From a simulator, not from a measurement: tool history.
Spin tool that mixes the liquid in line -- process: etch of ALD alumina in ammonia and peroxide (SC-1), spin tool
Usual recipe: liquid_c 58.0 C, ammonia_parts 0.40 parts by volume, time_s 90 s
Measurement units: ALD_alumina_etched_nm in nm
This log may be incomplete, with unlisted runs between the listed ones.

run   hour  liquid_c  ammonia_parts  time_s  read-back film thickness of the ALD alumina reference wafer, read on the same gauge (nm)  ALD_alumina_etched_nm
  1    0.0      58.0           0.40      90                                                                                     90.03                  11.82
  2   16.0      58.0           0.40      90                                                                                     89.94                  11.80
      24.6  -- gauge calibrated
  3   33.4      58.0           0.40      90                                                                                     90.02                  11.94
  4   61.6      58.0           0.40     130                                                                                     89.99                  17.25
  5   79.5      66.0           0.40      90                                                                                     89.99                  17.74
  6  111.3      66.0           0.40      90                                                                                     90.03                  17.97
  7  135.8      58.0           0.40      60                                                                                     89.98                   7.96
  8  148.9      58.0           0.40      60                                                                                     89.99                   8.05
  9  170.8      58.0           0.40      60                                                                                     90.01                   7.94
 10  200.1      58.0           0.40      90                                                                                     89.98                  12.03
 11  213.1      63.0           0.40     115                                                                                     90.03                  19.59
     230.5  -- ammonia flow meter replaced
 12  246.5      58.0           0.50     130                                                                                     89.98                  17.86
 13  275.9      67.0           0.30     110                                                                                     89.98                  22.76
 14  293.2      50.0           0.35      45                                                                                     90.01                   3.93
     306.7  -- heated supply line repaired
     359.6  -- gauge calibrated
 15  370.4      67.5           0.30     125                                                                                     90.02                  26.35
     371.7  -- thermometer replaced
     378.6  -- new drum of ammonia solution connected
 16  395.9      58.0           0.45      90                                                                                     90.03                  11.10
 17  430.0      52.0           0.40     145                                                                                     89.98                  12.96
 18  463.6      66.5           0.40     125                                                                                     89.95                  23.36
 19  488.2      58.0           0.40      90                                                                                     90.00                  11.09
 20  505.7      58.0           0.50     130                                                                                     90.04                  16.46
 21  529.7      58.0           0.40      90                                                                                     89.98                  11.22
 22  550.1      58.0           0.40      90                                                                                     89.99                  11.22
 23  566.6      58.0           0.45     105                                                                                     90.01                  13.46
 24  585.9      58.0           0.40     115                                                                                     90.01                  14.50

Here are 5 independent what-if runs from the current tool condition. What would each one return?
  A  586.3      64.5           0.40      90                                                                                         ?                      ?
  B  586.3      58.0           0.20      90                                                                                         ?                      ?
  C  586.3      61.0           0.40     140                                                                                         ?                      ?
  D  586.3      53.5           0.40      90                                                                                         ?                      ?
  E  586.3      52.0           0.50     140                                                                                         ?                      ?

run  read-back film thickness of the ALD alumina reference wafer, read on the same gauge (nm)  ALD_alumina_etched_nm
  A                                                                                     89.99                  15.52
  B                                                                                     89.99                  10.46
  C                                                                                     89.99                  20.26
  D                                                                                     89.99                   8.81
  E                                                                                     89.99                  12.92
The same runs, with their run-to-run variation unchanged, on a tool lacking any hidden condition would have given:
run  ALD_alumina_etched_nm
  A                  14.99
  B                  10.09
  C                  19.55
  D                   8.49
  E                  12.44

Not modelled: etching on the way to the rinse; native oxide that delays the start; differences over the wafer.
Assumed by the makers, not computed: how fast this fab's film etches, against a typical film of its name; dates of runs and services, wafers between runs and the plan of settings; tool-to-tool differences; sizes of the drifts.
